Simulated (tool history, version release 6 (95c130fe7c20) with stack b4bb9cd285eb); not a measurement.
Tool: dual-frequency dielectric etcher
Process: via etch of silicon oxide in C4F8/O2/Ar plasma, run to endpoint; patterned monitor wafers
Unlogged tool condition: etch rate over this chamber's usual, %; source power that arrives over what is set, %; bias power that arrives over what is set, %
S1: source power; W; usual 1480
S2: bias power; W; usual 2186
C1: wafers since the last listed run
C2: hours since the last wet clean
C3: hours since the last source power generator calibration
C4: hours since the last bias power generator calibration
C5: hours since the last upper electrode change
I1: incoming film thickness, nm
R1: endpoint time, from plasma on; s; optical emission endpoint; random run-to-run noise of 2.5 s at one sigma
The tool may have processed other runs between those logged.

| run | hour | S1 | S2 | C1 | C2 | C3 | C4 | C5 | I1 | R1 |
|---|---|---|---|---|---|---|---|---|---|---|
| 1 | 0 | 1480 | 2186 | 0 | 160.4 | 3555.4 | 1115.3 | 3297.3 | 1278.4 | 284.6 |
| 2 | 12.7 | 1480 | 2186 | 79 | 173.1 | 3568.1 | 1128 | 3310 | 1271.2 | 283.5 |
| 3 | 25 | 1480 | 1792 | 76 | 185.4 | 3580.4 | 1140.3 | 3322.3 | 1283.6 | 293.5 |
| 4 | 41.9 | 1480 | 1792 | 105 | 202.3 | 3597.3 | 1157.2 | 3339.2 | 1293.9 | 298.8 |
| 5 | 59.6 | 1480 | 1792 | 110 | 220 | 3615 | 1174.9 | 3356.9 | 1278.1 | 294.2 |
| 6 | 66.4 | 1480 | 2186 | 42 | 226.8 | 3621.8 | 1181.7 | 3363.7 | 1270.7 | 284.9 |
| 7 | 72.5 | 1370 | 1824 | 37 | 232.9 | 3627.9 | 1187.8 | 3369.8 | 1274.1 | 307.3 |
| 8 | 84.8 | 1480 | 2186 | 76 | 245.2 | 3640.2 | 1200.1 | 3382.1 | 1274.8 | 288.2 |
| 9 | 113 | 1480 | 2186 | 175 | 273.4 | 3668.4 | 1228.3 | 3410.3 | 1292.9 | 291.9 |
| 10 | 127.2 | 1480 | 2186 | 88 | 287.6 | 3682.6 | 1242.5 | 3424.5 | 1281.1 | 289 |
| 11 | 136 | 1480 | 2186 | 54 | 296.4 | 3691.4 | 1251.3 | 3433.3 | 1289.8 | 290.1 |
| 12 | 145.9 | 1480 | 2186 | 61 | 306.3 | 3701.3 | 1261.2 | 3443.2 | 1272.7 | 290.4 |
| 13 | 160.3 | 1480 | 2186 | 89 | 320.7 | 3715.7 | 1275.6 | 3457.6 | 1277 | 290.4 |
| 14 | 209.3 | 1840 | 1787 | 304 | 369.7 | 3764.7 | 1324.6 | 3506.6 | 1286.5 | 276 |
| 15 | 219.5 | 1480 | 2186 | 63 | 379.9 | 3774.9 | 1334.8 | 3516.8 | 1275.4 | 291.8 |
|  | 248.6 | source power generator calibrated |
|  | 252.9 | wet clean of the chamber |
| 16 | 253.4 | 1120 | 2041 | 159 | 0.5 | 4.8 | 1368.7 | 3550.7 | 1275.6 | 321.1 |
| 17 | 253.8 | 1800 | 1879 | 2 | 0.9 | 5.2 | 1369.1 | 3551.1 | 1265.1 | 259.2 |
| 18 | 256.1 | 1480 | 2186 | 14 | 3.2 | 7.5 | 1371.4 | 3553.4 | 1281.2 | 280.1 |
|  | 292.7 | upper electrode replaced |
|  | 293.1 | bias power generator calibrated |
| 19 | 293.6 | 1480 | 1792 | 81 | 40.7 | 45 | 0.5 | 0.9 | 1275 | 294.5 |
| 20 | 293.9 | 1770 | 2557 | 1 | 41 | 45.3 | 0.8 | 1.2 | 1278.5 | 254.3 |
| 21 | 301.9 | 1200 | 2457 | 49 | 49 | 53.3 | 8.8 | 9.2 | 1273.8 | 300.6 |
| 22 | 312.7 | 1480 | 2408 | 67 | 59.8 | 64.1 | 19.6 | 20 | 1293.9 | 282 |

Predict the results of run 23:
| 23 | 319.3 | 1480 | 2186 | 41 | 66.4 | 70.7 | 26.2 | 26.6 | 1272.4 | ? |

{"run 23": {"R1": 275.6}}
The same run, on a tool lacking any hidden state, would have yielded R1 274.1 s.

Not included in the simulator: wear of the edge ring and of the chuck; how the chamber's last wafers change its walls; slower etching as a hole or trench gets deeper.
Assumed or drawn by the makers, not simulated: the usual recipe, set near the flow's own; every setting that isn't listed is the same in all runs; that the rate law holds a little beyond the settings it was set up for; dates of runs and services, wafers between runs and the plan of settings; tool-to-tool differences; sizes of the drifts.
